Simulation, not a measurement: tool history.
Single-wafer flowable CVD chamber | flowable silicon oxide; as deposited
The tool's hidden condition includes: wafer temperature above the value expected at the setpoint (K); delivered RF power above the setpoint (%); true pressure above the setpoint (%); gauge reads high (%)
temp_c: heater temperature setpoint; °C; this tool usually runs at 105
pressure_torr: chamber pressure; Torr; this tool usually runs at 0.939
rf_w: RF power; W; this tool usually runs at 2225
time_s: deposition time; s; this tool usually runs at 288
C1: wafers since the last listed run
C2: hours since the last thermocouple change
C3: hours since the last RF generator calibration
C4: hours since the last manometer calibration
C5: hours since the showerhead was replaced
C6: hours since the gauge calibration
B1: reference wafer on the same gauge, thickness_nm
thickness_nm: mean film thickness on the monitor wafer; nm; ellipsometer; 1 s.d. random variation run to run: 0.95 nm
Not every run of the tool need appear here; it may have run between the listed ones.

run 1 hour=0 | temp_c=105 pressure_torr=0.939 rf_w=2470 time_s=288 | C1=0 C2=1134.9 C3=2368.8 C4=1993.5 C5=5283.6 C6=163.1 | B1=134.659 | thickness_nm=137.975
run 2 hour=32.4 | temp_c=105 pressure_torr=0.939 rf_w=2225 time_s=288 | C1=160 C2=1167.3 C3=2401.2 C4=2025.9 C5=5316 C6=195.5 | B1=135.081 | thickness_nm=135.909
run 3 hour=56.1 | temp_c=105 pressure_torr=0.939 rf_w=2225 time_s=288 | C1=117 C2=1191 C3=2424.9 C4=2049.6 C5=5339.7 C6=219.2 | B1=134.959 | thickness_nm=136.158
run 4 hour=73 | temp_c=105 pressure_torr=0.939 rf_w=2225 time_s=288 | C1=83 C2=1207.9 C3=2441.8 C4=2066.5 C5=5356.6 C6=236.1 | B1=134.968 | thickness_nm=135.999
-- hour=151.5 showerhead replaced
run 5 hour=168.3 | temp_c=110 pressure_torr=0.939 rf_w=2460 time_s=288 | C1=432 C2=1303.2 C3=2537.1 C4=2161.8 C5=16.8 C6=331.4 | B1=135.244 | thickness_nm=118.526
-- hour=171.9 gauge calibrated
run 6 hour=196.4 | temp_c=105 pressure_torr=0.939 rf_w=2225 time_s=288 | C1=139 C2=1331.3 C3=2565.2 C4=2189.9 C5=44.9 C6=24.5 | B1=135.053 | thickness_nm=136.791
run 7 hour=226.6 | temp_c=105 pressure_torr=0.939 rf_w=2225 time_s=288 | C1=149 C2=1361.5 C3=2595.4 C4=2220.1 C5=75.1 C6=54.7 | B1=134.812 | thickness_nm=134.949
run 8 hour=246.8 | temp_c=105 pressure_torr=0.939 rf_w=2225 time_s=250 | C1=100 C2=1381.7 C3=2615.6 C4=2240.3 C5=95.3 C6=74.9 | B1=135.018 | thickness_nm=117.587
run 9 hour=264.8 | temp_c=105 pressure_torr=0.939 rf_w=2225 time_s=250 | C1=89 C2=1399.7 C3=2633.6 C4=2258.3 C5=113.3 C6=92.9 | B1=135.181 | thickness_nm=118.396
run 10 hour=278.4 | temp_c=105 pressure_torr=0.939 rf_w=2225 time_s=288 | C1=67 C2=1413.3 C3=2647.2 C4=2271.9 C5=126.9 C6=106.5 | B1=134.788 | thickness_nm=135.474
-- hour=290.1 capacitance manometer re-zeroed and calibrated
run 11 hour=300.3 | temp_c=105 pressure_torr=1.152 rf_w=2225 time_s=308 | C1=68 C2=1435.2 C3=2669.1 C4=10.2 C5=148.8 C6=128.4 | B1=135.099 | thickness_nm=175.937
run 12 hour=320.6 | temp_c=105 pressure_torr=0.939 rf_w=2650 time_s=288 | C1=100 C2=1455.5 C3=2689.4 C4=30.5 C5=169.1 C6=148.7 | B1=135.059 | thickness_nm=136.186
-- hour=329.6 RF generator calibrated
run 13 hour=335.7 | temp_c=105 pressure_torr=0.939 rf_w=2525 time_s=288 | C1=35 C2=1470.6 C3=6.1 C4=45.6 C5=184.2 C6=163.8 | B1=134.843 | thickness_nm=137.472
-- hour=352.1 thermocouple changed; heater temperature recalibrated
run 14 hour=366.3 | temp_c=105 pressure_torr=0.939 rf_w=2225 time_s=250 | C1=112 C2=14.2 C3=36.7 C4=76.2 C5=214.8 C6=194.4 | B1=134.874 | thickness_nm=141.5
run 15 hour=390.4 | temp_c=92 pressure_torr=0.768 rf_w=2590 time_s=304 | C1=119 C2=38.3 C3=60.8 C4=100.3 C5=238.9 C6=218.5 | B1=135.117 | thickness_nm=210.12
run 16 hour=402.7 | temp_c=118 pressure_torr=0.739 rf_w=2030 time_s=257 | C1=61 C2=50.6 C3=73.1 C4=112.6 C5=251.2 C6=230.8 | B1=135.095 | thickness_nm=76.309
-- hour=427.6 gauge calibrated
run 17 hour=436.9 | temp_c=119 pressure_torr=0.802 rf_w=2225 time_s=307 | C1=169 C2=84.8 C3=107.3 C4=146.8 C5=285.4 C6=9.3 | B1=134.864 | thickness_nm=96.09
run 18 hour=455.8 | temp_c=105 pressure_torr=0.843 rf_w=2225 time_s=288 | C1=93 C2=103.7 C3=126.2 C4=165.7 C5=304.3 C6=28.2 | B1=134.918 | thickness_nm=139.696
run 19 hour=480.1 | temp_c=105 pressure_torr=0.872 rf_w=2225 time_s=322 | C1=120 C2=128 C3=150.5 C4=190 C5=328.6 C6=52.5 | B1=134.962 | thickness_nm=160.19

Forecast each of these 4 alternatives for the next run:
run A hour=480.6 | temp_c=96 pressure_torr=0.939 rf_w=2225 time_s=288 | C1=2 C2=128.5 C3=151 C4=190.5 C5=329.1 C6=53 | B1=? | thickness_nm=?
run B hour=480.6 | temp_c=105 pressure_torr=0.939 rf_w=2225 time_s=324 | C1=2 C2=128.5 C3=151 C4=190.5 C5=329.1 C6=53 | B1=? | thickness_nm=?
run C hour=480.6 | temp_c=118 pressure_torr=1.023 rf_w=2225 time_s=288 | C1=2 C2=128.5 C3=151 C4=190.5 C5=329.1 C6=53 | B1=? | thickness_nm=?
run D hour=480.6 | temp_c=98 pressure_torr=1.139 rf_w=2225 time_s=288 | C1=2 C2=128.5 C3=151 C4=190.5 C5=329.1 C6=53 | B1=? | thickness_nm=?

run=A B1=134.816 thickness_nm=206.731
run=B B1=134.816 thickness_nm=176.019
run=C B1=134.816 thickness_nm=116.564
run=D B1=134.816 thickness_nm=235.396
With no hidden state in the tool, these same runs would have given:
run=A thickness_nm=214.91
run=B thickness_nm=183.082
run=C thickness_nm=120.84
run=D thickness_nm=244.614
